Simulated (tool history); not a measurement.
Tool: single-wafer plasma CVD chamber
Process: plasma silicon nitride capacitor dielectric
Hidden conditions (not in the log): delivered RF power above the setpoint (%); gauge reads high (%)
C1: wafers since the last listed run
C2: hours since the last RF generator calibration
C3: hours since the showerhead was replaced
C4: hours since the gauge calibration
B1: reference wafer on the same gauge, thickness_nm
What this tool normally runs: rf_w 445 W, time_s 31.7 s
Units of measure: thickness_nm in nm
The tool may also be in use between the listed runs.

run 1 hour=0.0 | rf_w=425 time_s=28.5 | C1=0 C2=1762.9 C3=2490.7 C4=65.0 | B1=50.208 | thickness_nm=40.912
run 2 hour=9.3 | rf_w=425 time_s=28.5 | C1=244 C2=1772.2 C3=2500.0 C4=74.3 | B1=50.207 | thickness_nm=40.845
run 3 hour=23.2 | rf_w=425 time_s=28.5 | C1=365 C2=1786.1 C3=2513.9 C4=88.2 | B1=50.215 | thickness_nm=40.829
run 4 hour=34.5 | rf_w=445 time_s=31.7 | C1=296 C2=1797.4 C3=2525.2 C4=99.5 | B1=50.212 | thickness_nm=45.912
run 5 hour=52.3 | rf_w=445 time_s=31.7 | C1=467 C2=1815.2 C3=2543.0 C4=117.3 | B1=50.176 | thickness_nm=45.925
run 6 hour=68.3 | rf_w=445 time_s=31.7 | C1=420 C2=1831.2 C3=2559.0 C4=133.3 | B1=50.191 | thickness_nm=45.891
run 7 hour=84.6 | rf_w=445 time_s=31.7 | C1=428 C2=1847.5 C3=2575.3 C4=149.6 | B1=50.214 | thickness_nm=46.007
run 8 hour=92.6 | rf_w=445 time_s=31.7 | C1=210 C2=1855.5 C3=2583.3 C4=157.6 | B1=50.187 | thickness_nm=45.967
run 9 hour=105.9 | rf_w=445 time_s=31.7 | C1=349 C2=1868.8 C3=2596.6 C4=170.9 | B1=50.165 | thickness_nm=45.795
run 10 hour=113.2 | rf_w=445 time_s=31.7 | C1=191 C2=1876.1 C3=2603.9 C4=178.2 | B1=50.168 | thickness_nm=45.975
run 11 hour=120.1 | rf_w=445 time_s=31.7 | C1=181 C2=1883.0 C3=2610.8 C4=185.1 | B1=50.198 | thickness_nm=46.022
run 12 hour=138.0 | rf_w=445 time_s=31.7 | C1=470 C2=1900.9 C3=2628.7 C4=203.0 | B1=50.175 | thickness_nm=45.947
run 13 hour=146.8 | rf_w=445 time_s=31.7 | C1=231 C2=1909.7 C3=2637.5 C4=211.8 | B1=50.237 | thickness_nm=46.028
run 14 hour=154.6 | rf_w=445 time_s=31.7 | C1=204 C2=1917.5 C3=2645.3 C4=219.6 | B1=50.218 | thickness_nm=46.028
run 15 hour=160.6 | rf_w=445 time_s=31.7 | C1=157 C2=1923.5 C3=2651.3 C4=225.6 | B1=50.187 | thickness_nm=45.962
run 16 hour=173.6 | rf_w=445 time_s=31.7 | C1=341 C2=1936.5 C3=2664.3 C4=238.6 | B1=50.248 | thickness_nm=46.007
run 17 hour=185.1 | rf_w=385 time_s=26.1 | C1=302 C2=1948.0 C3=2675.8 C4=250.1 | B1=50.241 | thickness_nm=36.509
run 18 hour=197.0 | rf_w=480 time_s=37.7 | C1=312 C2=1959.9 C3=2687.7 C4=262.0 | B1=50.157 | thickness_nm=55.724
-- hour=207.2 showerhead replaced
run 19 hour=213.9 | rf_w=480 time_s=27.3 | C1=233 C2=1976.8 C3=6.7 C4=278.9 | B1=50.199 | thickness_nm=40.315
run 20 hour=223.9 | rf_w=420 time_s=33.5 | C1=262 C2=1986.8 C3=16.7 C4=288.9 | B1=50.212 | thickness_nm=47.790
run 21 hour=236.6 | rf_w=510 time_s=26.5 | C1=333 C2=1999.5 C3=29.4 C4=301.6 | B1=50.199 | thickness_nm=39.706
run 22 hour=253.2 | rf_w=445 time_s=29.1 | C1=436 C2=2016.1 C3=46.0 C4=318.2 | B1=50.162 | thickness_nm=42.105
run 23 hour=264.3 | rf_w=445 time_s=31.7 | C1=291 C2=2027.2 C3=57.1 C4=329.3 | B1=50.176 | thickness_nm=45.875
run 24 hour=281.0 | rf_w=365 time_s=27.2 | C1=438 C2=2043.9 C3=73.8 C4=346.0 | B1=50.205 | thickness_nm=37.645
-- hour=302.8 gauge calibrated
run 25 hour=327.6 | rf_w=445 time_s=35.8 | C1=1224 C2=2090.5 C3=120.4 C4=24.8 | B1=50.218 | thickness_nm=51.950
-- hour=339.4 RF generator calibrated
run 26 hour=344.2 | rf_w=525 time_s=35.7 | C1=225 C2=4.8 C3=137.0 C4=41.4 | B1=50.186 | thickness_nm=54.045
run 27 hour=387.3 | rf_w=445 time_s=25.5 | C1=1132 C2=47.9 C3=180.1 C4=84.5 | B1=50.176 | thickness_nm=36.928
run 28 hour=395.1 | rf_w=475 time_s=25.5 | C1=204 C2=55.7 C3=187.9 C4=92.3 | B1=50.168 | thickness_nm=37.646
run 29 hour=414.4 | rf_w=520 time_s=33.7 | C1=507 C2=75.0 C3=207.2 C4=111.6 | B1=50.194 | thickness_nm=50.895
run 30 hour=431.2 | rf_w=370 time_s=27.5 | C1=441 C2=91.8 C3=224.0 C4=128.4 | B1=50.201 | thickness_nm=38.034
run 31 hour=445.6 | rf_w=445 time_s=31.7 | C1=378 C2=106.2 C3=238.4 C4=142.8 | B1=50.199 | thickness_nm=45.982

Each row is a separate what-if for the run after 31, all from the same tool condition, not one after another. Results?
run A hour=446.0 | rf_w=445 time_s=31.7 | C1=10 C2=106.6 C3=238.8 C4=143.2 | B1=? | thickness_nm=?
run B hour=446.0 | rf_w=400 time_s=33.8 | C1=10 C2=106.6 C3=238.8 C4=143.2 | B1=? | thickness_nm=?
run C hour=446.0 | rf_w=445 time_s=37.4 | C1=10 C2=106.6 C3=238.8 C4=143.2 | B1=? | thickness_nm=?

run=A B1=50.218 thickness_nm=45.917
run=B B1=50.218 thickness_nm=47.675
run=C B1=50.218 thickness_nm=54.173
Take away the tool's hidden state, keep each run's random variation, and the runs would have read:
run=A thickness_nm=45.917
run=B thickness_nm=47.675
run=C thickness_nm=54.173
